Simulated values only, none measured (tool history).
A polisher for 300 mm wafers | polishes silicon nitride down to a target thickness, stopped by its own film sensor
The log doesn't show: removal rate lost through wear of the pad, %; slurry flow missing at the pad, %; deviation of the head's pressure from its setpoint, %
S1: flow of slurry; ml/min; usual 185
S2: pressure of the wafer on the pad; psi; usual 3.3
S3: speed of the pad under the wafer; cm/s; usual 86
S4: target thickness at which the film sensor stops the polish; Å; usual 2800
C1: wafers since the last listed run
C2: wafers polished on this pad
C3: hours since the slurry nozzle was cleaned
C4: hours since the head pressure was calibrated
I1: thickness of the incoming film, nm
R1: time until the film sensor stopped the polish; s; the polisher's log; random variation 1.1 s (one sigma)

run     day   S1   S2   S3    S4   C1    C2     C3     C4     I1     R1
  1       0  185  3.3   86  2800    0   895  191.2  575.1  440.9  106.8
  2   0.504  185  3.3   86  2800  114  1010  203.3  587.2    449  114.6
      0.975  -- worn pad replaced by a new one
  3   1.017  185  3.3   86  2800   78     9  215.6  599.5    440    100
  4   1.654  185  3.3   86  2800  144   154  230.9  614.8    445  103.6
  5   2.208  185  3.3   86  2800  125   280  244.2  628.1  433.3   98.4
  6   2.729  185  3.3   86  2800  118   398  256.7  640.6  437.5    102
  7   3.204  185  3.3   86  2800  107   506  268.1    652  437.9    103
  8   3.571  185  3.3  110  2800   83   589  276.9  660.8  439.2   89.7
  9   4.062  185  3.3  110  2800  111   701  288.7  672.6    444     94
      4.254  -- slurry nozzle cleaned
 10   4.608  185  3.3  110  2800  114   816    8.5  685.7    436     85
      5.117  -- worn pad replaced by a new one
      6.062  -- head pressure recalibrated
 11   6.812  135  2.7  102  3060  443   366   61.4     18  442.1  100.2
 12   7.338  185  3.3   86  2800  119   485     74   30.6  444.2  109.1
 13   7.846  145  2.7   68  2800  115   600   86.2   42.8  436.8  151.5
 14   8.492  130  3.3  100  2800  146   747  101.7   58.3  436.8   98.2
 15       9  185  3.6  106  2800  115   862  113.9   70.5  438.2   85.9
 16   9.392  185  3.3   66  2960   88   951  123.3   79.9  437.9    115
      9.725  -- worn pad replaced by a new one
 17   9.746  185  3.3   64  2960   42     4  131.8   88.4    448  112.6
 18  10.108  185  3.3   86  2800   82    86  140.5   97.1  432.6   95.6
 19  10.738  145  2.4  114  3000  142   229  155.6  112.2  437.3  104.7
 20  11.183  185  3.3   86  2800  101   330  166.3  122.9  442.1    102
 21  11.825  200  3.3   56  3310  145   476  181.7  138.3  444.3   94.9

Forecast each of these 5 alternatives for the next run:
  A  11.846  185  3.3   86  2800   4  481  182.2  138.8  442.3   ?
  B  11.846  140  3.3   86  3120   4  481  182.2  138.8  442.3   ?
  C  11.846  245  3.3   86  3020   4  481  182.2  138.8  442.3   ?
  D  11.846  245  4.1   86  3200   4  481  182.2  138.8  442.3   ?
  E  11.846  245    3  112  3130   4  481  182.2  138.8  442.3   ?

run     R1
  A  105.4
  B   88.3
  C   87.8
  D   61.6
  E   75.1
Without the tool's hidden state the same runs would have given:
run    R1
  A  94.8
  B  78.5
  C  79.7
  D  55.9
  E  68.2

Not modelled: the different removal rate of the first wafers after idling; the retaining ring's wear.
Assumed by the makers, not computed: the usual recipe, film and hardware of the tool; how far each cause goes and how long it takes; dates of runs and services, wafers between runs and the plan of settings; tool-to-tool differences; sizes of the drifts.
